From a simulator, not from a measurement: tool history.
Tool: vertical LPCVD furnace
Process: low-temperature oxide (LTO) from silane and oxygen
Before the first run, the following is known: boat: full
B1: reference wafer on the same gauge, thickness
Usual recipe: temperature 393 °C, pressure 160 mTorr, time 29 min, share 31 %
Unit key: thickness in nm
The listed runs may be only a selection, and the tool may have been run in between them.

run 1 hour=0 | temperature=396 pressure=160 time=23 share=31 | B1=144.97 | thickness=109.82
run 2 hour=104.8 | temperature=393 pressure=160 time=29 share=31 | B1=145.02 | thickness=133.73
run 3 hour=176.1 | temperature=393 pressure=160 time=29 share=31 | B1=144.92 | thickness=134.36
run 4 hour=242.5 | temperature=393 pressure=160 time=29 share=31 | B1=145.13 | thickness=133.64
run 5 hour=336.8 | temperature=393 pressure=160 time=29 share=31 | B1=144.85 | thickness=134.1
-- hour=364.9 silane flow controller replaced
run 6 hour=417.7 | temperature=393 pressure=160 time=32 share=31 | B1=144.97 | thickness=147.73
run 7 hour=513.9 | temperature=393 pressure=160 time=32 share=31 | B1=145 | thickness=148.38
-- hour=616 pressure gauge zeroed
run 8 hour=616.5 | temperature=393 pressure=160 time=32 share=31 | B1=145 | thickness=145.05
run 9 hour=691.7 | temperature=397 pressure=160 time=29 share=35 | B1=144.92 | thickness=163.23
run 10 hour=731.1 | temperature=397 pressure=160 time=29 share=35 | B1=144.93 | thickness=162.44
run 11 hour=811.7 | temperature=387 pressure=160 time=29 share=31 | B1=145.01 | thickness=121.55
run 12 hour=853.8 | temperature=393 pressure=160 time=20.5 share=31 | B1=145.03 | thickness=92.98
run 13 hour=935 | temperature=393 pressure=160 time=29 share=31 | B1=144.99 | thickness=130.71
run 14 hour=1016 | temperature=393 pressure=160 time=29 share=31 | B1=145.16 | thickness=131.54
run 15 hour=1092.1 | temperature=398 pressure=125 time=19 share=31 | B1=145.01 | thickness=71.2
run 16 hour=1129 | temperature=393 pressure=160 time=19 share=31 | B1=145.18 | thickness=86.64
run 17 hour=1217.3 | temperature=393 pressure=160 time=29 share=31 | B1=145.07 | thickness=131.44
run 18 hour=1257.3 | temperature=393 pressure=160 time=29 share=31 | B1=144.96 | thickness=131.99
run 19 hour=1333.2 | temperature=393 pressure=120 time=29 share=31 | B1=144.87 | thickness=98.85
run 20 hour=1414.9 | temperature=393 pressure=160 time=29 share=31 | B1=145.09 | thickness=131.51
-- hour=1488 thermocouples replaced and temperature profile calibrated
run 21 hour=1522.4 | temperature=393 pressure=160 time=29 share=31 | B1=145.02 | thickness=130.9
-- hour=1594 gauge calibrated
run 22 hour=1624.4 | temperature=393 pressure=130 time=29 share=31 | B1=144.86 | thickness=106.7
run 23 hour=1668.4 | temperature=393 pressure=160 time=29 share=31 | B1=144.92 | thickness=131.36
run 24 hour=1743 | temperature=393 pressure=160 time=29 share=31 | B1=145.05 | thickness=131.35
run 25 hour=1788.9 | temperature=390 pressure=160 time=22.5 share=37 | B1=145.05 | thickness=125.67
run 26 hour=1845.3 | temperature=384 pressure=160 time=26 share=31 | B1=144.9 | thickness=105.61
run 27 hour=2030.2 | temperature=385 pressure=200 time=29 share=35 | B1=144.97 | thickness=177.85
run 28 hour=2126.3 | temperature=393 pressure=160 time=29 share=27 | B1=144.98 | thickness=107.77
run 29 hour=2194.6 | temperature=393 pressure=120 time=40 share=36 | B1=144.97 | thickness=168.51
run 30 hour=2239.5 | temperature=393 pressure=145 time=19 share=31 | B1=144.97 | thickness=78.2

5 ways to go on from here, each from the tool as it stands after run 30. What would each give?
run A hour=2244.1 | temperature=393 pressure=160 time=29 share=26 | B1=? | thickness=?
run B hour=2244.1 | temperature=393 pressure=150 time=29 share=31 | B1=? | thickness=?
run C hour=2244.1 | temperature=384 pressure=185 time=38.5 share=28 | B1=? | thickness=?
run D hour=2244.1 | temperature=399 pressure=195 time=35 share=29 | B1=? | thickness=?
run E hour=2244.1 | temperature=404 pressure=160 time=29 share=28 | B1=? | thickness=?

run=A B1=145.01 thickness=100.74
run=B B1=145.01 thickness=123.39
run=C B1=145.01 thickness=154.66
run=D B1=145.01 thickness=188.29
run=E B1=145.01 thickness=129.16
Stripped of hidden state, with their random variation kept, the same runs would have yielded:
run=A thickness=99.92
run=B thickness=122.31
run=C thickness=153.56
run=D thickness=187.03
run=E thickness=128.1
